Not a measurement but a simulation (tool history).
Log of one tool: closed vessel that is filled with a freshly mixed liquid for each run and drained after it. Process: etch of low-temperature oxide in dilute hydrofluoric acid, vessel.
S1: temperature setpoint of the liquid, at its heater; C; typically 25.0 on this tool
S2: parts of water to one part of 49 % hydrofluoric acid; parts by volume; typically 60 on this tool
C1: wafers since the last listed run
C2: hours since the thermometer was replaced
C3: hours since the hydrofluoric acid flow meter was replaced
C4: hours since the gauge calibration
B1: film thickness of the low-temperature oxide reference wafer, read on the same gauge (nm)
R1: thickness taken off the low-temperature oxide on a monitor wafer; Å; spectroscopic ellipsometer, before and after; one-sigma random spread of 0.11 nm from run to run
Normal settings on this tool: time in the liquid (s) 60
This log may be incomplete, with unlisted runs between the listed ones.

{"run": 1, "hour": 0.0, "S1": 25.0, "S2": 50, "time in the liquid (s)": 75, "C1": 0, "C2": 1662.6, "C3": 1300.3, "C4": 178.6, "B1": 150.01, "R1": 425.2}
{"run": 2, "hour": 26.2, "S1": 25.0, "S2": 60, "time in the liquid (s)": 60, "C1": 1623, "C2": 1688.8, "C3": 1326.5, "C4": 204.8, "B1": 150.01, "R1": 279.7}
{"run": 3, "hour": 57.4, "S1": 25.0, "S2": 70, "time in the liquid (s)": 60, "C1": 1933, "C2": 1720.0, "C3": 1357.7, "C4": 236.0, "B1": 150.02, "R1": 238.7}
{"run": 4, "hour": 83.6, "S1": 25.0, "S2": 70, "time in the liquid (s)": 60, "C1": 1623, "C2": 1746.2, "C3": 1383.9, "C4": 262.2, "B1": 150.01, "R1": 236.3}
{"run": 5, "hour": 110.3, "S1": 25.0, "S2": 70, "time in the liquid (s)": 60, "C1": 1654, "C2": 1772.9, "C3": 1410.6, "C4": 288.9, "B1": 150.0, "R1": 236.9}
{"run": 6, "hour": 126.8, "S1": 25.0, "S2": 60, "time in the liquid (s)": 60, "C1": 1022, "C2": 1789.4, "C3": 1427.1, "C4": 305.4, "B1": 149.99, "R1": 278.8}
{"run": 7, "hour": 146.9, "S1": 25.0, "S2": 60, "time in the liquid (s)": 60, "C1": 1245, "C2": 1809.5, "C3": 1447.2, "C4": 325.5, "B1": 150.0, "R1": 280.1}
{"run": 8, "hour": 162.4, "S1": 25.0, "S2": 60, "time in the liquid (s)": 60, "C1": 960, "C2": 1825.0, "C3": 1462.7, "C4": 341.0, "B1": 150.01, "R1": 276.6}
{"hour": 187.6, "done": "hydrofluoric acid flow meter replaced"}
{"run": 9, "hour": 188.9, "S1": 25.0, "S2": 60, "time in the liquid (s)": 60, "C1": 1580, "C2": 1851.5, "C3": 1.3, "C4": 367.5, "B1": 150.0, "R1": 255.8}
{"run": 10, "hour": 214.9, "S1": 23.0, "S2": 60, "time in the liquid (s)": 70, "C1": 1611, "C2": 1877.5, "C3": 27.3, "C4": 393.5, "B1": 150.0, "R1": 275.0}
{"hour": 232.4, "done": "gauge calibrated"}
{"hour": 239.2, "done": "thermometer replaced"}
{"run": 11, "hour": 245.7, "S1": 25.0, "S2": 60, "time in the liquid (s)": 80, "C1": 1846, "C2": 6.5, "C3": 58.1, "C4": 13.3, "B1": 149.99, "R1": 336.6}
{"hour": 247.1, "done": "hydrofluoric acid flow meter replaced, repeated, since the last time left the tool worse"}
{"run": 12, "hour": 273.9, "S1": 28.0, "S2": 40, "time in the liquid (s)": 40, "C1": 1685, "C2": 34.7, "C3": 26.8, "C4": 41.5, "B1": 150.0, "R1": 350.0}
{"run": 13, "hour": 306.1, "S1": 25.0, "S2": 75, "time in the liquid (s)": 60, "C1": 1995, "C2": 66.9, "C3": 59.0, "C4": 73.7, "B1": 150.01, "R1": 237.2}
{"run": 14, "hour": 330.4, "S1": 25.0, "S2": 60, "time in the liquid (s)": 60, "C1": 1505, "C2": 91.2, "C3": 83.3, "C4": 98.0, "B1": 150.0, "R1": 300.4}
{"run": 15, "hour": 363.4, "S1": 29.5, "S2": 60, "time in the liquid (s)": 90, "C1": 2045, "C2": 124.2, "C3": 116.3, "C4": 131.0, "B1": 150.01, "R1": 542.5}
{"run": 16, "hour": 392.8, "S1": 25.0, "S2": 60, "time in the liquid (s)": 60, "C1": 1821, "C2": 153.6, "C3": 145.7, "C4": 160.4, "B1": 150.0, "R1": 301.4}
{"run": 17, "hour": 416.3, "S1": 25.0, "S2": 60, "time in the liquid (s)": 60, "C1": 1456, "C2": 177.1, "C3": 169.2, "C4": 183.9, "B1": 150.01, "R1": 300.4}
{"run": 18, "hour": 459.4, "S1": 25.0, "S2": 60, "time in the liquid (s)": 60, "C1": 2671, "C2": 220.2, "C3": 212.3, "C4": 227.0, "B1": 150.01, "R1": 299.6}

3 options for the next run, each taken on its own from the tool as it stands now. Forecast them:
{"run": "A", "hour": 460.1, "S1": 20.5, "S2": 60, "time in the liquid (s)": 60, "C1": 43, "C2": 220.9, "C3": 213.0, "C4": 227.7, "B1": "?", "R1": "?"}
{"run": "B", "hour": 460.1, "S1": 25.0, "S2": 60, "time in the liquid (s)": 85, "C1": 43, "C2": 220.9, "C3": 213.0, "C4": 227.7, "B1": "?", "R1": "?"}
{"run": "C", "hour": 460.1, "S1": 20.0, "S2": 40, "time in the liquid (s)": 85, "C1": 43, "C2": 220.9, "C3": 213.0, "C4": 227.7, "B1": "?", "R1": "?"}

run=A B1=150.01 R1=249.0
run=B B1=150.01 R1=424.7
run=C B1=150.01 R1=531.0
Without the tool's hidden state the same runs would have given:
run=A R1=254.4
run=B R1=433.9
run=C R1=542.1
